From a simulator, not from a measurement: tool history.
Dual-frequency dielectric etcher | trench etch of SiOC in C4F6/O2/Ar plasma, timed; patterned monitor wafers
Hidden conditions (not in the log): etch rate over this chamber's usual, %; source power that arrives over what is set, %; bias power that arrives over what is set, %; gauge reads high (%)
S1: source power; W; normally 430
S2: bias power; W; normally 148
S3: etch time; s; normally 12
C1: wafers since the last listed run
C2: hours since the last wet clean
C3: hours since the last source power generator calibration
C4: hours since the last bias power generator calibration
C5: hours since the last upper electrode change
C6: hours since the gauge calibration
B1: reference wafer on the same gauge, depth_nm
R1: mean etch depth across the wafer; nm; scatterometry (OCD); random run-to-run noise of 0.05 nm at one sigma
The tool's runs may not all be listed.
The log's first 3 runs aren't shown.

| run | day | S1 | S2 | S3 | C1 | C2 | C3 | C4 | C5 | C6 | B1 | R1 |
|---|---|---|---|---|---|---|---|---|---|---|---|---|
| 4 | 7.992 | 430 | 148 | 12 | 1456 | 221.2 | 3129.2 | 2732.7 | 5163.5 | 1590.4 | 19.8 | 22.76 |
| 5 | 10.017 | 430 | 148 | 12 | 1010 | 269.8 | 3177.8 | 2781.3 | 5212.1 | 1639 | 19.79 | 22.99 |
| 6 | 11.862 | 430 | 148 | 12 | 920 | 314.1 | 3222.1 | 2825.6 | 5256.4 | 1683.3 | 19.81 | 22.92 |
|  | 12.704 | gauge calibrated |
| 7 | 13.421 | 430 | 128 | 12 | 777 | 351.5 | 3259.5 | 2863 | 5293.8 | 17.2 | 19.81 | 21.86 |
| 8 | 18.175 | 430 | 128 | 12 | 2371 | 465.6 | 3373.6 | 2977.1 | 5407.9 | 131.3 | 19.79 | 21.97 |
| 9 | 19.804 | 430 | 148 | 12 | 812 | 504.7 | 3412.7 | 3016.2 | 5447 | 170.4 | 19.8 | 23.16 |
|  | 21.038 | wet clean of the chamber |
| 10 | 21.058 | 430 | 148 | 12 | 126 | 0.5 | 3442.8 | 3046.3 | 5477.1 | 200.5 | 19.8 | 23.53 |
| 11 | 23.338 | 430 | 148 | 12 | 1136 | 55.2 | 3497.5 | 3101 | 5531.8 | 255.2 | 19.8 | 23.57 |
| 12 | 24.746 | 430 | 127 | 10.5 | 702 | 89 | 3531.3 | 3134.8 | 5565.6 | 289 | 19.79 | 19.65 |
| 13 | 26.8 | 430 | 148 | 12 | 1024 | 138.3 | 3580.6 | 3184.1 | 5614.9 | 338.3 | 19.8 | 23.69 |
| 14 | 28.583 | 380 | 137 | 8.5 | 889 | 181.1 | 3623.4 | 3226.9 | 5657.7 | 381.1 | 19.79 | 15.55 |
| 15 | 30.162 | 480 | 148 | 11 | 787 | 219 | 3661.3 | 3264.8 | 5695.6 | 419 | 19.79 | 22.91 |
| 16 | 31.883 | 350 | 175 | 12 | 858 | 260.3 | 3702.6 | 3306.1 | 5736.9 | 460.3 | 19.81 | 23.22 |

The next listed run, before its measurement:
| 17 | 34.612 | 500 | 129 | 12 | 1361 | 325.8 | 3768.1 | 3371.6 | 5802.4 | 525.8 | ? | ? |

B1: 19.8
R1: 24.32 nm
Take away the tool's hidden state, keep the run-to-run variation as it was, and the same run would have given R1 23.06 nm.
